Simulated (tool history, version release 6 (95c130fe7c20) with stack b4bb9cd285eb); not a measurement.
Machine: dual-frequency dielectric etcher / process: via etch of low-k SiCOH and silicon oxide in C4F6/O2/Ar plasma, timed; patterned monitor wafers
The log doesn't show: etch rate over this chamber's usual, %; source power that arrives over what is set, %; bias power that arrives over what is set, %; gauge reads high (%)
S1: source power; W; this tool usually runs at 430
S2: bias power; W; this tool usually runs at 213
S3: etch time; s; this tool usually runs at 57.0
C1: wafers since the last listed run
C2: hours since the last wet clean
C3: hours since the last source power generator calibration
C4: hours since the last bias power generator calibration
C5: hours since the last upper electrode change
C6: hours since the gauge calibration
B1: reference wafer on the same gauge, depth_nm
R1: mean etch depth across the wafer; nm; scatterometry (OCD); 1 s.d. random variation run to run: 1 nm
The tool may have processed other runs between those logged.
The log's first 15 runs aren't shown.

run	hour	S1	S2	S3	C1	C2	C3	C4	C5	C6	B1	R1
16	787.3	430	213	57.0	257	144.0	478.4	668.1	462.5	326.0	145.3	151.5
17	848.3	510	251	66.0	490	205.0	539.4	729.1	523.5	387.0	144.3	200.4
18	877.6	460	171	57.0	235	234.3	568.7	758.4	552.8	416.3	144.7	135.8
19	912.4	380	213	57.0	279	269.1	603.5	793.2	587.6	451.1	143.8	144.0
20	969.7	430	213	57.0	460	326.4	660.8	850.5	644.9	508.4	143.8	150.0
21	999.7	490	251	44.0	241	356.4	690.8	880.5	674.9	538.4	143.9	130.7
22	1028.3	430	182	57.0	229	385.0	719.4	909.1	703.5	567.0	144.1	136.9
23	1074.4	430	247	57.0	370	431.1	765.5	955.2	749.6	613.1	143.7	160.8
24	1117.4	430	199	41.0	345	474.1	808.5	998.2	792.6	656.1	143.0	103.3
25	1169.5	460	213	69.0	418	526.2	860.6	1050.3	844.7	708.2	142.7	185.2
26	1196.7	430	213	57.0	218	553.4	887.8	1077.5	871.9	735.4	142.9	149.5
# hour 1221.6: wet clean of the chamber
27	1224.0	510	213	40.0	26	2.4	915.1	1104.8	899.2	762.7	142.9	111.1
28	1282.4	400	241	51.0	469	60.8	973.5	1163.2	957.6	821.1	142.1	137.5
29	1337.5	430	213	57.0	443	115.9	1028.6	1218.3	1012.7	876.2	142.4	147.3
30	1400.8	490	213	42.0	508	179.2	1091.9	1281.6	1076.0	939.5	142.2	113.5

Consider 3 possible next runs. They are alternatives, not a sequence: every one starts from the tool as it was left by run 30. What does each give?
A	1401.2	430	213	57.0	3	179.6	1092.3	1282.0	1076.4	939.9	?	?
B	1401.2	430	198	57.0	3	179.6	1092.3	1282.0	1076.4	939.9	?	?
C	1401.2	370	170	47.0	3	179.6	1092.3	1282.0	1076.4	939.9	?	?

run	B1	R1
A	141.7	147.2
B	141.7	141.6
C	141.7	102.1
The same runs, with their run-to-run variation unchanged, on a tool lacking any hidden condition would have given:
run	R1
A	155.2
B	149.4
C	107.6
